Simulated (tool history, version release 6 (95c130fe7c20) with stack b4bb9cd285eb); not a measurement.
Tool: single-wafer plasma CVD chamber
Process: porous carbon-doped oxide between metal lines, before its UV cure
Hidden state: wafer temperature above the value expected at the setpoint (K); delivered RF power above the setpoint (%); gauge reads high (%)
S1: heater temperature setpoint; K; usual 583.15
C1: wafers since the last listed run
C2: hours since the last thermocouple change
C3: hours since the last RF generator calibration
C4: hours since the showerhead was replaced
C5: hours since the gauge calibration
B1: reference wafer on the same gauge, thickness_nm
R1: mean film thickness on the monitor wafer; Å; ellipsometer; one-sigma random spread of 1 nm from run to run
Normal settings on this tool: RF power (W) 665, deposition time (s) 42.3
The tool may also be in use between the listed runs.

{"run": 1, "hour": 0.0, "S1": 583.15, "RF power (W)": 665, "deposition time (s)": 42.3, "C1": 0, "C2": 1048.6, "C3": 2400.3, "C4": 4591.6, "C5": 939.4, "B1": 270.574, "R1": 2432.18}
{"hour": 36.6, "done": "RF generator calibrated"}
{"run": 2, "hour": 37.1, "S1": 583.15, "RF power (W)": 665, "deposition time (s)": 42.3, "C1": 576, "C2": 1085.7, "C3": 0.5, "C4": 4628.7, "C5": 976.5, "B1": 270.15, "R1": 2430.57}
{"run": 3, "hour": 58.5, "S1": 590.15, "RF power (W)": 665, "deposition time (s)": 42.3, "C1": 424, "C2": 1107.1, "C3": 21.9, "C4": 4650.1, "C5": 997.9, "B1": 270.076, "R1": 2360.13}
{"run": 4, "hour": 89.2, "S1": 590.15, "RF power (W)": 665, "deposition time (s)": 42.3, "C1": 608, "C2": 1137.8, "C3": 52.6, "C4": 4680.8, "C5": 1028.6, "B1": 269.709, "R1": 2345.09}
{"run": 5, "hour": 105.3, "S1": 583.15, "RF power (W)": 665, "deposition time (s)": 47.4, "C1": 319, "C2": 1153.9, "C3": 68.7, "C4": 4696.9, "C5": 1044.7, "B1": 270.294, "R1": 2689.33}
{"hour": 145.5, "done": "showerhead replaced"}
{"run": 6, "hour": 186.3, "S1": 583.15, "RF power (W)": 665, "deposition time (s)": 47.4, "C1": 1446, "C2": 1234.9, "C3": 149.7, "C4": 40.8, "C5": 1125.7, "B1": 270.256, "R1": 2703.67}
{"run": 7, "hour": 205.9, "S1": 583.15, "RF power (W)": 665, "deposition time (s)": 47.4, "C1": 388, "C2": 1254.5, "C3": 169.3, "C4": 60.4, "C5": 1145.3, "B1": 270.707, "R1": 2713.24}
{"run": 8, "hour": 232.1, "S1": 583.15, "RF power (W)": 665, "deposition time (s)": 36.7, "C1": 519, "C2": 1280.7, "C3": 195.5, "C4": 86.6, "C5": 1171.5, "B1": 269.652, "R1": 2111.42}
{"run": 9, "hour": 245.4, "S1": 583.15, "RF power (W)": 665, "deposition time (s)": 42.3, "C1": 263, "C2": 1294.0, "C3": 208.8, "C4": 99.9, "C5": 1184.8, "B1": 269.812, "R1": 2431.43}
{"run": 10, "hour": 266.3, "S1": 583.15, "RF power (W)": 665, "deposition time (s)": 38.6, "C1": 414, "C2": 1314.9, "C3": 229.7, "C4": 120.8, "C5": 1205.7, "B1": 269.293, "R1": 2212.33}
{"run": 11, "hour": 297.8, "S1": 583.15, "RF power (W)": 665, "deposition time (s)": 42.3, "C1": 624, "C2": 1346.4, "C3": 261.2, "C4": 152.3, "C5": 1237.2, "B1": 269.995, "R1": 2452.16}
{"run": 12, "hour": 316.9, "S1": 583.15, "RF power (W)": 535, "deposition time (s)": 42.3, "C1": 378, "C2": 1365.5, "C3": 280.3, "C4": 171.4, "C5": 1256.3, "B1": 270.41, "R1": 2191.63}
{"hour": 338.3, "done": "thermocouple changed; heater temperature recalibrated"}
{"run": 13, "hour": 338.8, "S1": 583.15, "RF power (W)": 665, "deposition time (s)": 42.3, "C1": 275, "C2": 0.5, "C3": 302.2, "C4": 193.3, "C5": 1278.2, "B1": 269.799, "R1": 2424.99}
{"run": 14, "hour": 344.4, "S1": 583.15, "RF power (W)": 665, "deposition time (s)": 42.3, "C1": 110, "C2": 6.1, "C3": 307.8, "C4": 198.9, "C5": 1283.8, "B1": 270.384, "R1": 2416.36}
{"run": 15, "hour": 359.6, "S1": 583.15, "RF power (W)": 665, "deposition time (s)": 42.3, "C1": 301, "C2": 21.3, "C3": 323.0, "C4": 214.1, "C5": 1299.0, "B1": 270.103, "R1": 2439.27}
{"run": 16, "hour": 393.5, "S1": 583.15, "RF power (W)": 665, "deposition time (s)": 42.3, "C1": 671, "C2": 55.2, "C3": 356.9, "C4": 248.0, "C5": 1332.9, "B1": 270.073, "R1": 2439.4}
{"run": 17, "hour": 429.2, "S1": 583.15, "RF power (W)": 665, "deposition time (s)": 46.9, "C1": 707, "C2": 90.9, "C3": 392.6, "C4": 283.7, "C5": 1368.6, "B1": 269.994, "R1": 2676.09}
{"hour": 438.0, "done": "gauge calibrated"}
{"run": 18, "hour": 450.5, "S1": 583.15, "RF power (W)": 665, "deposition time (s)": 42.3, "C1": 422, "C2": 112.2, "C3": 413.9, "C4": 305.0, "C5": 12.5, "B1": 269.689, "R1": 2426.32}
{"run": 19, "hour": 482.1, "S1": 583.15, "RF power (W)": 665, "deposition time (s)": 42.3, "C1": 626, "C2": 143.8, "C3": 445.5, "C4": 336.6, "C5": 44.1, "B1": 269.747, "R1": 2438.81}
{"run": 20, "hour": 498.2, "S1": 591.15, "RF power (W)": 745, "deposition time (s)": 44.7, "C1": 319, "C2": 159.9, "C3": 461.6, "C4": 352.7, "C5": 60.2, "B1": 269.886, "R1": 2628.22}
{"run": 21, "hour": 513.8, "S1": 583.15, "RF power (W)": 665, "deposition time (s)": 42.3, "C1": 309, "C2": 175.5, "C3": 477.2, "C4": 368.3, "C5": 75.8, "B1": 270.373, "R1": 2454.25}
{"run": 22, "hour": 536.5, "S1": 583.15, "RF power (W)": 665, "deposition time (s)": 42.3, "C1": 449, "C2": 198.2, "C3": 499.9, "C4": 391.0, "C5": 98.5, "B1": 269.691, "R1": 2451.79}
{"run": 23, "hour": 570.0, "S1": 568.15, "RF power (W)": 765, "deposition time (s)": 50.3, "C1": 663, "C2": 231.7, "C3": 533.4, "C4": 424.5, "C5": 132.0, "B1": 270.174, "R1": 3355.74}
{"run": 24, "hour": 598.8, "S1": 591.15, "RF power (W)": 665, "deposition time (s)": 42.3, "C1": 570, "C2": 260.5, "C3": 562.2, "C4": 453.3, "C5": 160.8, "B1": 270.078, "R1": 2334.91}
{"run": 25, "hour": 623.2, "S1": 574.15, "RF power (W)": 550, "deposition time (s)": 34.1, "C1": 483, "C2": 284.9, "C3": 586.6, "C4": 477.7, "C5": 185.2, "B1": 270.109, "R1": 1866.59}
{"run": 26, "hour": 655.3, "S1": 583.15, "RF power (W)": 540, "deposition time (s)": 42.3, "C1": 636, "C2": 317.0, "C3": 618.7, "C4": 509.8, "C5": 217.3, "B1": 270.129, "R1": 2180.13}
{"run": 27, "hour": 679.3, "S1": 583.15, "RF power (W)": 665, "deposition time (s)": 45.0, "C1": 475, "C2": 341.0, "C3": 642.7, "C4": 533.8, "C5": 241.3, "B1": 269.408, "R1": 2572.27}
{"run": 28, "hour": 692.4, "S1": 568.15, "RF power (W)": 785, "deposition time (s)": 49.0, "C1": 259, "C2": 354.1, "C3": 655.8, "C4": 546.9, "C5": 254.4, "B1": 269.901, "R1": 3293.08}
{"run": 29, "hour": 731.8, "S1": 583.15, "RF power (W)": 775, "deposition time (s)": 42.3, "C1": 780, "C2": 393.5, "C3": 695.2, "C4": 586.3, "C5": 293.8, "B1": 269.876, "R1": 2626.56}
{"run": 30, "hour": 745.0, "S1": 583.15, "RF power (W)": 585, "deposition time (s)": 42.3, "C1": 261, "C2": 406.7, "C3": 708.4, "C4": 599.5, "C5": 307.0, "B1": 269.889, "R1": 2281.09}
{"run": 31, "hour": 773.8, "S1": 578.15, "RF power (W)": 560, "deposition time (s)": 36.4, "C1": 570, "C2": 435.5, "C3": 737.2, "C4": 628.3, "C5": 335.8, "B1": 269.533, "R1": 1982.79}
{"run": 32, "hour": 806.6, "S1": 583.15, "RF power (W)": 780, "deposition time (s)": 35.0, "C1": 649, "C2": 468.3, "C3": 770.0, "C4": 661.1, "C5": 368.6, "B1": 269.362, "R1": 2207.93}
{"run": 33, "hour": 822.5, "S1": 583.15, "RF power (W)": 575, "deposition time (s)": 39.7, "C1": 315, "C2": 484.2, "C3": 785.9, "C4": 677.0, "C5": 384.5, "B1": 269.674, "R1": 2120.63}

Give the tool's hidden conditions for every run:
wafer temperature above the value expected at the setpoint (K): 0 in every run
delivered RF power above the setpoint (%): 0 in every run
gauge reads high (%): 0 in every run

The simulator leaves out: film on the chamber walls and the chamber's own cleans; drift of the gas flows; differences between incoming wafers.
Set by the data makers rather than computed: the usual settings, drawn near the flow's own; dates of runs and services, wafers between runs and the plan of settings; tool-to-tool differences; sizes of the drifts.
